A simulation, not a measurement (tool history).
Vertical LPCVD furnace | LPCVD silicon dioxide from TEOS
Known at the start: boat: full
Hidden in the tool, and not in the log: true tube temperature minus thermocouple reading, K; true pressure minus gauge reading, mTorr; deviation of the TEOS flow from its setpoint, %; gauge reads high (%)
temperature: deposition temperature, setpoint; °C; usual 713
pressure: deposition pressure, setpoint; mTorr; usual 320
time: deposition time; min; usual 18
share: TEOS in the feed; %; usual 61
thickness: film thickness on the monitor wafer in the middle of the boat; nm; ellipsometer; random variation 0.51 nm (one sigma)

run,day,temperature,pressure,time,share,wafers since the last listed run,hours since the last temperature calibration,hours since the pressure gauge was zeroed,hours since the TEOS flow controller was replaced,hours since the gauge calibration,"read-back reference wafer on the same gauge, thickness",thickness
1,0,713,320,18,61,0,2733,2984.9,2502.9,454.2,205.99,172.35
2,2.029,713,320,18,61,1112,2781.7,3033.6,2551.6,502.9,205.99,171.67
3,4.829,713,320,18,61,1535,2848.9,3100.8,2618.8,570.1,205.86,173.12
4,8.871,707,320,18,61,2216,2945.9,3197.8,2715.8,667.1,205.9,150.29
5,11.412,707,320,18,61,1393,3006.9,3258.8,2776.8,728.1,206.15,149.33
6,13.908,707,320,18,61,1368,3066.8,3318.7,2836.7,788,206.03,150.26
7,15.333,713,320,18,61,781,3101,3352.9,2870.9,822.2,205.99,172.05
8,17.962,713,320,18,61,1441,3164.1,3416,2934,885.3,205.97,171.39
# day 19.838: TEOS flow controller replaced
9,19.858,713,385,18,61,491,3209.6,3461.5,0.5,930.8,206.12,189.21
10,22.371,713,320,22,53,1377,3269.9,3521.8,60.8,991.1,205.87,196.08
11,23.658,713,320,22,53,706,3300.8,3552.7,91.7,1022,205.62,195.03
12,26.571,713,320,18,61,1597,3370.7,3622.6,161.6,1091.9,205.89,171.1
13,29.533,713,320,18,61,1624,3441.8,3693.7,232.7,1163,205.57,171.42
14,30.817,718,320,18,61,703,3472.6,3724.5,263.5,1193.8,205.82,191.92
15,32.958,718,320,18,61,1174,3524,3775.9,314.9,1245.2,205.92,192.12
16,35.783,720,320,22.5,66,1549,3591.8,3843.7,382.7,1313,206.23,260.44
# day 37: thermocouples replaced and temperature profile calibrated
# day 37.538: pressure gauge zeroed
17,37.992,713,320,12.5,61,368,23.8,10.9,435.7,1366,206.13,122.77
18,39.354,713,320,18,57,747,56.5,43.6,468.4,1398.7,205.93,170.09
19,41.104,701,395,13.5,61,959,98.5,85.6,510.4,1440.7,205.86,112.54
20,42.658,721,265,24.5,57,852,135.8,122.9,547.7,1478,206.01,254.01
# day 43.296: gauge calibrated
21,43.688,709,320,18,50,564,160.5,147.6,572.4,9.4,206.05,145.96
22,48.712,713,320,18,61,2755,281.1,268.2,693,130,206.03,176.82
23,49.988,718,320,18,61,699,311.7,298.8,723.6,160.6,206.06,197.44
24,51.475,713,320,18,61,815,347.4,334.5,759.3,196.3,206.27,176.72
25,52.692,713,390,15.5,61,667,376.6,363.7,788.5,225.5,206.08,168.71
26,54.35,704,345,23,51,909,416.4,403.5,828.3,265.3,206.17,173.44
27,56.167,713,320,18,61,996,460,447.1,871.9,308.9,205.67,176.95
28,58.154,713,320,18,61,1090,507.7,494.8,919.6,356.6,205.95,176.83
29,59.5,703,265,18,61,738,540,527.1,951.9,388.9,205.93,127.17
30,62.462,713,360,18,61,1624,611.1,598.2,1023,460,205.77,186.91

3 ways to go on from here, each from the tool as it stands after run 30. What would each give?
A,62.617,713,320,18,69,84,614.8,601.9,1026.7,463.7,?,?
B,62.617,709,365,18,72,84,614.8,601.9,1026.7,463.7,?,?
C,62.617,718,375,18,50,84,614.8,601.9,1026.7,463.7,?,?

run,"read-back reference wafer on the same gauge, thickness",thickness
A,205.73,188.7
B,205.73,188
C,205.73,194.65
Without the tool's hidden state the same runs would have given:
run,thickness
A,188.92
B,188.19
C,194.84
